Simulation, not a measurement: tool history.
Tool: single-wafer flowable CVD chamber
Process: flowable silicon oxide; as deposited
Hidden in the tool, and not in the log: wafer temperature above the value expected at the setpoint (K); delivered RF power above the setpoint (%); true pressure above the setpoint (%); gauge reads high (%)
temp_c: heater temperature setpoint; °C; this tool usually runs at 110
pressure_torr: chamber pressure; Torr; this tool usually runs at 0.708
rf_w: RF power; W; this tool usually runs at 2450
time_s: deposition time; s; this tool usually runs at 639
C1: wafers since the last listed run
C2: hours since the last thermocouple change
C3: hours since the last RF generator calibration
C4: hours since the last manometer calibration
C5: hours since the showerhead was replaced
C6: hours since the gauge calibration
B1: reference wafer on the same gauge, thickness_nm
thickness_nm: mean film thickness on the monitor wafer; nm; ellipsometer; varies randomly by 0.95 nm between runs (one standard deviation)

run 1 hour=0 | temp_c=110 pressure_torr=0.708 rf_w=2450 time_s=586 | C1=0 C2=1476 C3=2109.8 C4=830.1 C5=3745 C6=1965.2 | B1=230.922 | thickness_nm=196.186
run 2 hour=48.4 | temp_c=110 pressure_torr=0.708 rf_w=2450 time_s=586 | C1=150 C2=1524.4 C3=2158.2 C4=878.5 C5=3793.4 C6=2013.6 | B1=231.107 | thickness_nm=196.312
run 3 hour=105.9 | temp_c=102 pressure_torr=0.708 rf_w=2450 time_s=639 | C1=178 C2=1581.9 C3=2215.7 C4=936 C5=3850.9 C6=2071.1 | B1=231.068 | thickness_nm=285.243
-- hour=126.5 capacitance manometer re-zeroed and calibrated
run 4 hour=152.5 | temp_c=102 pressure_torr=0.708 rf_w=2450 time_s=639 | C1=119 C2=1628.5 C3=2262.3 C4=26 C5=3897.5 C6=2117.7 | B1=231.229 | thickness_nm=288.298
run 5 hour=176.8 | temp_c=102 pressure_torr=0.708 rf_w=2450 time_s=639 | C1=75 C2=1652.8 C3=2286.6 C4=50.3 C5=3921.8 C6=2142 | B1=231.048 | thickness_nm=286.443
run 6 hour=214.8 | temp_c=110 pressure_torr=0.708 rf_w=2450 time_s=639 | C1=117 C2=1690.8 C3=2324.6 C4=88.3 C5=3959.8 C6=2180 | B1=231.01 | thickness_nm=211.743
-- hour=239.4 RF generator calibrated
run 7 hour=284.5 | temp_c=110 pressure_torr=0.708 rf_w=2450 time_s=639 | C1=191 C2=1760.5 C3=45.1 C4=158 C5=4029.5 C6=2249.7 | B1=230.91 | thickness_nm=216.107
run 8 hour=329.3 | temp_c=110 pressure_torr=0.708 rf_w=2450 time_s=639 | C1=139 C2=1805.3 C3=89.9 C4=202.8 C5=4074.3 C6=2294.5 | B1=230.893 | thickness_nm=216.349
run 9 hour=395.6 | temp_c=110 pressure_torr=0.708 rf_w=2450 time_s=639 | C1=205 C2=1871.6 C3=156.2 C4=269.1 C5=4140.6 C6=2360.8 | B1=231.075 | thickness_nm=217.339
-- hour=434.4 gauge calibrated
run 10 hour=605.6 | temp_c=110 pressure_torr=0.708 rf_w=2450 time_s=639 | C1=652 C2=2081.6 C3=366.2 C4=479.1 C5=4350.6 C6=171.2 | B1=230.875 | thickness_nm=215.196
-- hour=640 showerhead replaced
run 11 hour=651.8 | temp_c=110 pressure_torr=0.793 rf_w=2920 time_s=736 | C1=118 C2=2127.8 C3=412.4 C4=525.3 C5=11.8 C6=217.4 | B1=230.991 | thickness_nm=284.376
run 12 hour=705.7 | temp_c=110 pressure_torr=0.801 rf_w=2450 time_s=700 | C1=167 C2=2181.7 C3=466.3 C4=579.2 C5=65.7 C6=271.3 | B1=231.038 | thickness_nm=266.475
run 13 hour=766.8 | temp_c=110 pressure_torr=0.708 rf_w=2450 time_s=639 | C1=189 C2=2242.8 C3=527.4 C4=640.3 C5=126.8 C6=332.4 | B1=231.05 | thickness_nm=213.405
run 14 hour=805 | temp_c=122 pressure_torr=0.805 rf_w=2690 time_s=592 | C1=118 C2=2281 C3=565.6 C4=678.5 C5=165 C6=370.6 | B1=231.019 | thickness_nm=154.025
-- hour=828.7 thermocouple changed; heater temperature recalibrated
run 15 hour=870.5 | temp_c=110 pressure_torr=0.708 rf_w=2450 time_s=691 | C1=178 C2=41.8 C3=631.1 C4=744 C5=230.5 C6=436.1 | B1=230.86 | thickness_nm=243.585
run 16 hour=937.1 | temp_c=119 pressure_torr=0.755 rf_w=2450 time_s=639 | C1=206 C2=108.4 C3=697.7 C4=810.6 C5=297.1 C6=502.7 | B1=231.062 | thickness_nm=175.471
run 17 hour=979.1 | temp_c=110 pressure_torr=0.708 rf_w=2450 time_s=544 | C1=130 C2=150.4 C3=739.7 C4=852.6 C5=339.1 C6=544.7 | B1=230.966 | thickness_nm=191.618
run 18 hour=1037 | temp_c=118 pressure_torr=0.708 rf_w=2450 time_s=639 | C1=179 C2=208.3 C3=797.6 C4=910.5 C5=397 C6=602.6 | B1=230.933 | thickness_nm=169.085
run 19 hour=1097.4 | temp_c=110 pressure_torr=0.708 rf_w=2450 time_s=586 | C1=187 C2=268.7 C3=858 C4=970.9 C5=457.4 C6=663 | B1=231.132 | thickness_nm=205.81
run 20 hour=1122.3 | temp_c=103 pressure_torr=0.708 rf_w=2450 time_s=697 | C1=77 C2=293.6 C3=882.9 C4=995.8 C5=482.3 C6=687.9 | B1=231.099 | thickness_nm=317.843
run 21 hour=1152.5 | temp_c=110 pressure_torr=0.708 rf_w=2450 time_s=639 | C1=93 C2=323.8 C3=913.1 C4=1026 C5=512.5 C6=718.1 | B1=231.081 | thickness_nm=223.617
run 22 hour=1184.9 | temp_c=110 pressure_torr=0.708 rf_w=2450 time_s=701 | C1=100 C2=356.2 C3=945.5 C4=1058.4 C5=544.9 C6=750.5 | B1=231.119 | thickness_nm=246.672
-- hour=1193.5 capacitance manometer re-zeroed and calibrated
run 23 hour=1236.1 | temp_c=121 pressure_torr=0.775 rf_w=2450 time_s=639 | C1=134 C2=407.4 C3=996.7 C4=42.6 C5=596.1 C6=801.7 | B1=230.824 | thickness_nm=167.628
run 24 hour=1274.4 | temp_c=124 pressure_torr=0.708 rf_w=2450 time_s=692 | C1=118 C2=445.7 C3=1035 C4=80.9 C5=634.4 C6=840 | B1=231.103 | thickness_nm=150.837
run 25 hour=1326 | temp_c=100 pressure_torr=0.607 rf_w=2675 time_s=639 | C1=160 C2=497.3 C3=1086.6 C4=132.5 C5=686 C6=891.6 | B1=231.005 | thickness_nm=285.008
run 26 hour=1360.5 | temp_c=99 pressure_torr=0.615 rf_w=2090 time_s=544 | C1=107 C2=531.8 C3=1121.1 C4=167 C5=720.5 C6=926.1 | B1=230.81 | thickness_nm=235.16
run 27 hour=1424.6 | temp_c=110 pressure_torr=0.708 rf_w=2450 time_s=639 | C1=199 C2=595.9 C3=1185.2 C4=231.1 C5=784.6 C6=990.2 | B1=231.089 | thickness_nm=223.99
run 28 hour=1471.8 | temp_c=123 pressure_torr=0.708 rf_w=2070 time_s=589 | C1=146 C2=643.1 C3=1232.4 C4=278.3 C5=831.8 C6=1037.4 | B1=230.968 | thickness_nm=123.645
run 29 hour=1521.5 | temp_c=98 pressure_torr=0.708 rf_w=2450 time_s=535 | C1=154 C2=692.8 C3=1282.1 C4=328 C5=881.5 C6=1087.1 | B1=230.913 | thickness_nm=291.028

3 ways to go on from here, each from the tool as it stands after run 29. What would each give?
run A hour=1522.1 | temp_c=110 pressure_torr=0.708 rf_w=2450 time_s=639 | C1=1 C2=693.4 C3=1282.7 C4=328.6 C5=882.1 C6=1087.7 | B1=? | thickness_nm=?
run B hour=1522.1 | temp_c=110 pressure_torr=0.778 rf_w=2110 time_s=563 | C1=1 C2=693.4 C3=1282.7 C4=328.6 C5=882.1 C6=1087.7 | B1=? | thickness_nm=?
run C hour=1522.1 | temp_c=110 pressure_torr=0.708 rf_w=2050 time_s=546 | C1=1 C2=693.4 C3=1282.7 C4=328.6 C5=882.1 C6=1087.7 | B1=? | thickness_nm=?

run=A B1=230.841 thickness_nm=220.455
run=B B1=230.841 thickness_nm=201.904
run=C B1=230.841 thickness_nm=175.615
With no hidden state in the tool, these same runs would have given:
run=A thickness_nm=226.881
run=B thickness_nm=209.3
run=C thickness_nm=182.359

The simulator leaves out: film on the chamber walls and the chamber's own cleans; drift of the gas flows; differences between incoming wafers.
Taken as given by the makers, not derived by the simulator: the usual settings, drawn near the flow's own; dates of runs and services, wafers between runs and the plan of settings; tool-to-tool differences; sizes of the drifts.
